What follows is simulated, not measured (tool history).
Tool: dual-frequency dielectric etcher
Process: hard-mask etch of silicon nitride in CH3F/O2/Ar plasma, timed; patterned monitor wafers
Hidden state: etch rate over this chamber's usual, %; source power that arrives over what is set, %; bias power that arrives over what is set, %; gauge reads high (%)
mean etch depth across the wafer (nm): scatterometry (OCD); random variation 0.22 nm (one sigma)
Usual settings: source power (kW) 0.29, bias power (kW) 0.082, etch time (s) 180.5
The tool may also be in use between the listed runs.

run,hour,source power (kW),bias power (kW),etch time (s),wafers since the last listed run,hours since the last wet clean,hours since the last source power generator calibration,hours since the last bias power generator calibration,hours since the last upper electrode change,hours since the gauge calibration,"read-back reference wafer on the same gauge, depth_nm",mean etch depth across the wafer (nm)
1,0,0.29,0.082,180.5,0,112,3719.8,3204.7,2028.1,368.1,117,115.4
2,70.7,0.29,0.09,140.5,528,182.7,3790.5,3275.4,2098.8,438.8,117,91.4
3,117.9,0.29,0.082,201,352,229.9,3837.7,3322.6,2146,486,117,127.6
4,174.9,0.29,0.082,201,425,286.9,3894.7,3379.6,2203,543,117,127.4
5,212,0.29,0.082,201,277,324,3931.8,3416.7,2240.1,580.1,117,126.7
6,236.4,0.29,0.082,180.5,182,348.4,3956.2,3441.1,2264.5,604.5,117,113.6
# hour 320.6: wet clean of the chamber
# hour 423.5: upper electrode replaced
7,448.1,0.29,0.082,180.5,1222,127.5,4167.9,3652.8,24.6,816.2,117,115.6
8,480.4,0.29,0.082,180.5,241,159.8,4200.2,3685.1,56.9,848.5,117,115.6
9,511.7,0.29,0.082,180.5,233,191.1,4231.5,3716.4,88.2,879.8,117,114.8
10,552.5,0.29,0.082,180.5,304,231.9,4272.3,3757.2,129,920.6,117,115.3
11,613,0.29,0.07,180.5,451,292.4,4332.8,3817.7,189.5,981.1,117,110.6
# hour 622.8: source power generator calibrated
12,678.4,0.29,0.07,180.5,458,357.8,55.6,3883.1,254.9,1046.5,117,107.8
# hour 759.2: wet clean of the chamber
13,820.7,0.25,0.088,180.5,883,61.5,197.9,4025.4,397.2,1188.8,117,109.6
14,866.7,0.29,0.082,180.5,343,107.5,243.9,4071.4,443.2,1234.8,117,114.4
15,911.5,0.29,0.082,165.5,334,152.3,288.7,4116.2,488,1279.6,117,104.6
# hour 931.8: gauge calibrated
16,971.2,0.36,0.088,152,445,212,348.4,4175.9,547.7,39.4,117,106.5
# hour 986.3: bias power generator calibrated
17,1039.8,0.32,0.098,214.5,482,280.6,417,53.5,616.3,108,117,146.1
18,1091.7,0.29,0.082,180.5,387,332.5,468.9,105.4,668.2,159.9,117,112.8
# hour 1181.5: wet clean of the chamber
19,1182,0.26,0.072,180.5,495,0.5,559.2,195.7,758.5,250.2,117,106.9
20,1218.4,0.31,0.094,180.5,271,36.9,595.6,232.1,794.9,286.6,117,122.2
21,1321.7,0.22,0.082,213.5,771,140.2,698.9,335.4,898.2,389.9,117,120.7
22,1371.6,0.26,0.094,138,372,190.1,748.8,385.3,948.1,439.8,117,86.4
23,1401.9,0.23,0.082,134,226,220.4,779.1,415.6,978.4,470.1,117,77
24,1465.4,0.29,0.076,161,474,283.9,842.6,479.1,1041.9,533.6,117,99.4
25,1496.4,0.23,0.074,233.5,231,314.9,873.6,510.1,1072.9,564.6,117,130.2

Run 26 comes next. What will it give?
26,1526.4,0.29,0.082,165.5,224,344.9,903.6,540.1,1102.9,594.6,?,?

Run 26 gave read-back reference wafer on the same gauge, depth_nm 117, mean etch depth across the wafer (nm) 103.6.
Without the tool's hidden state the same run would have given mean etch depth across the wafer (nm) 105.

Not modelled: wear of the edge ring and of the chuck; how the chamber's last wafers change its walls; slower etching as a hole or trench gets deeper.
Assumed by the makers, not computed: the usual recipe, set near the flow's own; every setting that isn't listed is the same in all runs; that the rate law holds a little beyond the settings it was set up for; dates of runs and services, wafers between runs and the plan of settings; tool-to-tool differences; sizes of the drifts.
